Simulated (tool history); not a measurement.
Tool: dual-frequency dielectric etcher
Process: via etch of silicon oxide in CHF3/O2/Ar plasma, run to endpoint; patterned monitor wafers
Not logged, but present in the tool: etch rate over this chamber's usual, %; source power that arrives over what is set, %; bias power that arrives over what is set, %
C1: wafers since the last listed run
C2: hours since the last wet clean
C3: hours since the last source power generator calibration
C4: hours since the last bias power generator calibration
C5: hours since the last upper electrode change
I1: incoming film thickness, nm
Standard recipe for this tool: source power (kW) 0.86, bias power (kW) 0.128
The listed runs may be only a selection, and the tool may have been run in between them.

run 1 hour=0 | source_power_(kW)=1 bias_power_(kW)=0.105 | C1=0 C2=5.1 C3=1239 C4=3902.8 C5=4251.1 | I1=779.7 | endpoint_time_(s)=378.7
run 2 hour=54.1 | source_power_(kW)=1 bias_power_(kW)=0.105 | C1=278 C2=59.2 C3=1293.1 C4=3956.9 C5=4305.2 | I1=781.3 | endpoint_time_(s)=377.2
run 3 hour=118.7 | source_power_(kW)=1 bias_power_(kW)=0.105 | C1=332 C2=123.8 C3=1357.7 C4=4021.5 C5=4369.8 | I1=785.3 | endpoint_time_(s)=377.2
run 4 hour=167.4 | source_power_(kW)=0.86 bias_power_(kW)=0.128 | C1=250 C2=172.5 C3=1406.4 C4=4070.2 C5=4418.5 | I1=786.5 | endpoint_time_(s)=375
run 5 hour=212.8 | source_power_(kW)=0.86 bias_power_(kW)=0.128 | C1=233 C2=217.9 C3=1451.8 C4=4115.6 C5=4463.9 | I1=778.3 | endpoint_time_(s)=362.5
run 6 hour=247.9 | source_power_(kW)=0.86 bias_power_(kW)=0.128 | C1=180 C2=253 C3=1486.9 C4=4150.7 C5=4499 | I1=780.2 | endpoint_time_(s)=364.6
-- hour=334.6 wet clean of the chamber
run 7 hour=376 | source_power_(kW)=0.86 bias_power_(kW)=0.128 | C1=536 C2=41.4 C3=1615 C4=4278.8 C5=4627.1 | I1=783.1 | endpoint_time_(s)=378.8
-- hour=420.8 upper electrode replaced
run 8 hour=421.3 | source_power_(kW)=0.86 bias_power_(kW)=0.128 | C1=109 C2=86.7 C3=1660.3 C4=4324.1 C5=0.5 | I1=776.6 | endpoint_time_(s)=374.7
run 9 hour=450.3 | source_power_(kW)=0.86 bias_power_(kW)=0.128 | C1=149 C2=115.7 C3=1689.3 C4=4353.1 C5=29.5 | I1=777.5 | endpoint_time_(s)=374.1
run 10 hour=475.8 | source_power_(kW)=0.86 bias_power_(kW)=0.128 | C1=131 C2=141.2 C3=1714.8 C4=4378.6 C5=55 | I1=781.1 | endpoint_time_(s)=369.7
-- hour=497.9 bias power generator calibrated
run 11 hour=534.6 | source_power_(kW)=0.98 bias_power_(kW)=0.11 | C1=282 C2=200 C3=1773.6 C4=36.7 C5=113.8 | I1=782.4 | endpoint_time_(s)=369.1
run 12 hour=567.6 | source_power_(kW)=0.78 bias_power_(kW)=0.115 | C1=169 C2=233 C3=1806.6 C4=69.7 C5=146.8 | I1=783.1 | endpoint_time_(s)=392.6
run 13 hour=614.6 | source_power_(kW)=0.86 bias_power_(kW)=0.128 | C1=242 C2=280 C3=1853.6 C4=116.7 C5=193.8 | I1=783.4 | endpoint_time_(s)=367.7
-- hour=656.9 wet clean of the chamber
run 14 hour=679.8 | source_power_(kW)=0.94 bias_power_(kW)=0.128 | C1=212 C2=22.9 C3=1918.8 C4=181.9 C5=259 | I1=783.3 | endpoint_time_(s)=372.2
run 15 hour=716 | source_power_(kW)=0.71 bias_power_(kW)=0.149 | C1=186 C2=59.1 C3=1955 C4=218.1 C5=295.2 | I1=786.4 | endpoint_time_(s)=389.5
-- hour=743.6 source power generator calibrated
run 16 hour=767.3 | source_power_(kW)=0.86 bias_power_(kW)=0.128 | C1=243 C2=110.4 C3=23.7 C4=269.4 C5=346.5 | I1=777.6 | endpoint_time_(s)=373.7
run 17 hour=793.1 | source_power_(kW)=0.7 bias_power_(kW)=0.118 | C1=132 C2=136.2 C3=49.5 C4=295.2 C5=372.3 | I1=777.4 | endpoint_time_(s)=408.7
run 18 hour=847.5 | source_power_(kW)=0.78 bias_power_(kW)=0.148 | C1=280 C2=190.6 C3=103.9 C4=349.6 C5=426.7 | I1=778.2 | endpoint_time_(s)=365.2
run 19 hour=911.3 | source_power_(kW)=0.99 bias_power_(kW)=0.16 | C1=328 C2=254.4 C3=167.7 C4=413.4 C5=490.5 | I1=785.2 | endpoint_time_(s)=324.3
-- hour=978 wet clean of the chamber
run 20 hour=982.9 | source_power_(kW)=0.68 bias_power_(kW)=0.128 | C1=245 C2=4.9 C3=239.3 C4=485 C5=562.1 | I1=784.5 | endpoint_time_(s)=420.7
run 21 hour=1027.2 | source_power_(kW)=0.72 bias_power_(kW)=0.128 | C1=228 C2=49.2 C3=283.6 C4=529.3 C5=606.4 | I1=778.1 | endpoint_time_(s)=403

Forecast each of these 5 alternatives for the next run:
run A hour=1027.7 | source_power_(kW)=0.86 bias_power_(kW)=0.149 | C1=2 C2=49.7 C3=284.1 C4=529.8 C5=606.9 | I1=784.5 | endpoint_time_(s)=?
run B hour=1027.7 | source_power_(kW)=1.03 bias_power_(kW)=0.138 | C1=2 C2=49.7 C3=284.1 C4=529.8 C5=606.9 | I1=784.5 | endpoint_time_(s)=?
run C hour=1027.7 | source_power_(kW)=0.67 bias_power_(kW)=0.16 | C1=2 C2=49.7 C3=284.1 C4=529.8 C5=606.9 | I1=784.5 | endpoint_time_(s)=?
run D hour=1027.7 | source_power_(kW)=1.06 bias_power_(kW)=0.11 | C1=2 C2=49.7 C3=284.1 C4=529.8 C5=606.9 | I1=784.5 | endpoint_time_(s)=?
run E hour=1027.7 | source_power_(kW)=0.94 bias_power_(kW)=0.159 | C1=2 C2=49.7 C3=284.1 C4=529.8 C5=606.9 | I1=784.5 | endpoint_time_(s)=?

run=A endpoint_time_(s)=362.4
run=B endpoint_time_(s)=347.1
run=C endpoint_time_(s)=388
run=D endpoint_time_(s)=368
run=E endpoint_time_(s)=343.2
Without the tool's unlogged condition, the same runs would have read:
run=A endpoint_time_(s)=362.3
run=B endpoint_time_(s)=347
run=C endpoint_time_(s)=387.9
run=D endpoint_time_(s)=368
run=E endpoint_time_(s)=343.1
